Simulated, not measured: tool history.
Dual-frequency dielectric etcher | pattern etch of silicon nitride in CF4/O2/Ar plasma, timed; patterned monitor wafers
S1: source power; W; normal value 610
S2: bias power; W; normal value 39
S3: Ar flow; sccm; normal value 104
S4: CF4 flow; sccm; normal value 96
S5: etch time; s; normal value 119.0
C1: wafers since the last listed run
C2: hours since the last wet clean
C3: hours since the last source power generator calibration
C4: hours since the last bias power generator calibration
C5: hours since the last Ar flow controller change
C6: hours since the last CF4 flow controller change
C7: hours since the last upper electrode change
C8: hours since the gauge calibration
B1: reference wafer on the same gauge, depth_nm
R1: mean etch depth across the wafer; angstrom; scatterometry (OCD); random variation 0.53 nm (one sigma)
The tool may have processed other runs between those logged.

run    hour   S1  S2   S3   S4     S5    C1     C2      C3      C4      C5      C6      C7      C8     B1    R1
  1     0.0  610  39   91   96  108.0     0  171.0  3390.0  1767.8  4447.0  3160.9   939.0   456.0  223.0  2368
  2    98.7  610  39   91   96  108.0  1026  269.7  3488.7  1866.5  4545.7  3259.6  1037.7   554.7  222.9  2368
  3   201.6  610  39  104   96  119.0  1069  372.6  3591.6  1969.4  4648.6  3362.5  1140.6   657.6  222.9  2561
      251.4  -- wet clean of the chamber
  4   251.9  610  39  104   96  119.0   273    0.5  3641.9  2019.7  4698.9  3412.8  1190.9   707.9  223.0  2560
  5   471.9  610  39  104   96  119.0  2287  220.5  3861.9  2239.7  4918.9  3632.8  1410.9   927.9  223.0  2558
  6   537.7  610  39  104   96  119.0   684  286.3  3927.7  2305.5  4984.7  3698.6  1476.7   993.7  223.2  2564
      589.0  -- Ar flow controller replaced
  7   612.5  610  39  104   96  119.0   715  361.1  4002.5  2380.3    23.5  3773.4  1551.5  1068.5  223.0  2568
      726.8  -- wet clean of the chamber
      731.3  -- CF4 flow controller replaced
      779.8  -- source power generator calibrated
  8   896.0  610  39  104   96  119.0  2610  169.2   116.2  2663.8   307.0   164.7  1835.0  1352.0  223.1  2555
  9   994.7  610  39  104   96  119.0  1026  267.9   214.9  2762.5   405.7   263.4  1933.7  1450.7  223.1  2572
     1041.0  -- bias power generator calibrated
 10  1048.4  500  39  112   96  119.0   516  321.6   268.6     7.4   459.4   317.1  1987.4  1504.4  223.0  2039
     1077.8  -- gauge calibrated
 11  1104.9  520  49  114  118  119.0   587  378.1   325.1    63.9   515.9   373.6  2043.9    27.1  223.0  2358
 12  1155.8  680  31   87   96  119.0   529  429.0   376.0   114.8   566.8   424.5  2094.8    78.0  223.1  2731
     1261.1  -- wet clean of the chamber
     1338.8  -- upper electrode replaced
 13  1431.8  610  39   89   96  119.0  2370  170.7   652.0   390.8   842.8   700.5    93.0   354.0  222.9  2620
 14  1491.8  610  34   95   96  119.0   623  230.7   712.0   450.8   902.8   760.5   153.0   414.0  223.0  2477
 15  1587.4  610  39  104   96  119.0   993  326.3   807.6   546.4   998.4   856.1   248.6   509.6  223.1  2558
     1666.1  -- wet clean of the chamber
 16  1685.0  610  39  104   96  119.0   765   18.9   905.2   644.0  1096.0   953.7   346.2   607.2  223.1  2562

Each row is a separate what-if for the run after 16, all from the same tool condition, not one after another. Results?
  A  1685.4  610  39  104  96  119.0   4  19.3  905.6  644.4  1096.4  954.1  346.6  607.6   ?   ?
  B  1685.4  560  39  104  96  152.0   4  19.3  905.6  644.4  1096.4  954.1  346.6  607.6   ?   ?
  C  1685.4  610  39  104  79  119.0   4  19.3  905.6  644.4  1096.4  954.1  346.6  607.6   ?   ?
  D  1685.4  660  42  104  80  135.5   4  19.3  905.6  644.4  1096.4  954.1  346.6  607.6   ?   ?
  E  1685.4  750  39   86  75   87.0   4  19.3  905.6  644.4  1096.4  954.1  346.6  607.6   ?   ?

run     B1    R1
  A  223.0  2557
  B  223.0  2980
  C  223.0  2516
  D  223.0  3200
  E  223.0  2337
Without the tool's hidden state the same runs would have given:
run    R1
  A  2557
  B  2980
  C  2516
  D  3200
  E  2337
